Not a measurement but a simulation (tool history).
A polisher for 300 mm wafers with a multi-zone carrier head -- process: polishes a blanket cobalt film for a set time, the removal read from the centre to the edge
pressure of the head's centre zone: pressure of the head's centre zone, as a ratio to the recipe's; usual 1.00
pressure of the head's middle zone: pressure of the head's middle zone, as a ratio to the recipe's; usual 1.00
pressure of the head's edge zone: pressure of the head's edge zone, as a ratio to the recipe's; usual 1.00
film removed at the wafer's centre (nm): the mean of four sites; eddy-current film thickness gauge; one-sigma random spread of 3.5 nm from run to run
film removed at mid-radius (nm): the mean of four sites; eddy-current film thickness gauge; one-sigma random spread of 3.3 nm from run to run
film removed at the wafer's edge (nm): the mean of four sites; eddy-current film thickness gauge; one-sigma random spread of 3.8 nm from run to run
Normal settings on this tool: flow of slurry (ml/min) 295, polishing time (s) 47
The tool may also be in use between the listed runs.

run     day  flow of slurry (ml/min)  pressure of the head's centre zone  pressure of the head's middle zone  pressure of the head's edge zone  polishing time (s)  wafers since the last listed run  wafers polished on this pad  hours since the slurry nozzle was cleaned  hours since the centre zone pressure was calibrated  hours since the edge zone pressure was calibrated  hours since the carrier head's membrane was replaced  incoming thickness of the incoming film, nm  film removed at the wafer's centre (nm)  film removed at mid-radius (nm)  film removed at the wafer's edge (nm)
  1   0.000                      295                                1.00                                1.00                              1.00                  47                                 0                         6809                                      717.2                                                347.6                                              944.9                                                 715.0                                        985.1                                    353.4                            360.3                                  358.9
  2   1.912                      240                                1.00                                1.00                              1.11                  47                               534                         7343                                      763.1                                                393.5                                              990.8                                                 760.9                                        968.5                                    342.5                            351.3                                  366.4
      3.196  -- worn pad replaced by a new one
      3.512  -- slurry nozzle cleaned
      3.600  -- edge zone pressure recalibrated
  3   4.008                      225                                1.00                                1.00                              1.00                  40                               504                          192                                       11.9                                                443.8                                                9.8                                                 811.2                                        967.7                                    307.8                            306.8                                  305.8
      4.392  -- carrier head's membrane replaced by a new one
  4   7.196                      345                                1.00                                1.00                              1.04                  47                               832                         1024                                       88.4                                                520.3                                               86.3                                                  67.3                                        999.0                                    371.3                            379.8                                  377.9
  5  11.525                      295                                0.95                                1.00                              1.00                  47                              1209                         2234                                      192.3                                                624.2                                              190.2                                                 171.2                                        994.2                                    345.2                            380.3                                  369.6
     15.562  -- centre zone pressure recalibrated
  6  19.554                      210                                1.00                                1.00                              1.07                  47                              2220                         4454                                      385.0                                                 95.8                                              382.9                                                 363.9                                        982.6                                    355.0                            359.3                                  364.3
  7  21.475                      195                                1.00                                1.00                              0.92                  47                               536                         4991                                      431.1                                                141.9                                              429.0                                                 410.0                                        989.6                                    343.6                            354.0                                  343.4
  8  25.858                      295                                1.00                                1.00                              1.00                  47                              1224                         6216                                      536.3                                                247.1                                              534.2                                                 515.2                                        990.6                                    355.5                            363.4                                  365.3
  9  27.875                      295                                1.00                                1.00                              1.00                  56                               563                         6780                                      584.7                                                295.5                                              582.6                                                 563.6                                        983.9                                    432.7                            432.5                                  424.6
 10  30.604                      295                                1.06                                1.00                              0.93                  39                               762                         7542                                      650.2                                                361.0                                              648.1                                                 629.1                                        983.9                                    311.7                            295.2                                  295.0
     31.221  -- worn pad replaced by a new one
     33.008  -- slurry nozzle cleaned
 11  33.471                      295                                1.00                                1.00                              1.03                  47                               742                          616                                       11.1                                                429.8                                              716.9                                                 697.9                                        988.6                                    367.1                            371.1                                  374.9
 12  37.567                      295                                0.89                                1.11                              0.91                  60                              1144                         1761                                      109.4                                                528.1                                              815.2                                                 796.2                                        968.0                                    414.4                            522.4                                  455.9
     38.038  -- carrier head's membrane replaced by a new one
     38.679  -- edge zone pressure recalibrated
 13  39.558                      295                                1.00                                1.00                              1.00                  47                               475                         2236                                      157.2                                                575.9                                               21.1                                                  36.5                                        989.8                                    361.4                            370.1                                  360.3
 14  41.212                      295                                1.00                                1.00                              1.00                  47                               462                         2698                                      196.9                                                615.6                                               60.8                                                  76.2                                        967.0                                    366.9                            372.2                                  363.8
     45.508  -- centre zone pressure recalibrated
 15  45.683                      400                                1.00                                1.00                              0.88                  47                              1226                         3924                                      304.2                                                  4.2                                              168.1                                                 183.5                                        965.3                                    367.2                            380.5                                  356.0
 16  49.738                      295                                1.00                                1.00                              1.00                  47                              1132                         5057                                      401.5                                                101.5                                              265.4                                                 280.8                                        974.0                                    357.5                            365.5                                  357.1
 17  54.133                      225                                1.00                                1.00                              1.00                  47                              1228                         6285                                      507.0                                                207.0                                              370.9                                                 386.3                                        983.4                                    347.7                            350.6                                  343.7
 18  61.546                      295                                1.09                                1.00                              1.00                  47                              2071                         8357                                      684.9                                                384.9                                              548.8                                                 564.2                                        964.2                                    378.1                            357.5                                  355.8
 19  63.592                      295                                1.00                                1.00                              1.00                  51                               571                         8928                                      734.0                                                434.0                                              597.9                                                 613.3                                        981.9                                    374.3                            392.0                                  385.9
     63.733  -- slurry nozzle cleaned
     64.396  -- worn pad replaced by a new one
 20  67.771                      295                                1.00                                1.00                              1.00                  61                              1109                          943                                       96.9                                                534.3                                              698.2                                                 713.6                                        974.3                                    481.0                            483.3                                  487.6

Run 21 is up next; what results do you expect?
     69.442  -- carrier head's membrane replaced by a new one
 21  70.429                      230                                1.04                                1.00                              1.00                  47                               684                         1627                                      160.7                                                598.1                                              762.0                                                  23.7                                        996.6                                        ?                                ?                                      ?

For run 21 the tool returned film removed at the wafer's centre (nm) 374.3, film removed at mid-radius (nm) 362.1, film removed at the wafer's edge (nm) 359.7.
With no hidden state in the tool, this same run would have given film removed at the wafer's centre (nm) 378.6, film removed at mid-radius (nm) 365.9, film removed at the wafer's edge (nm) 362.5.
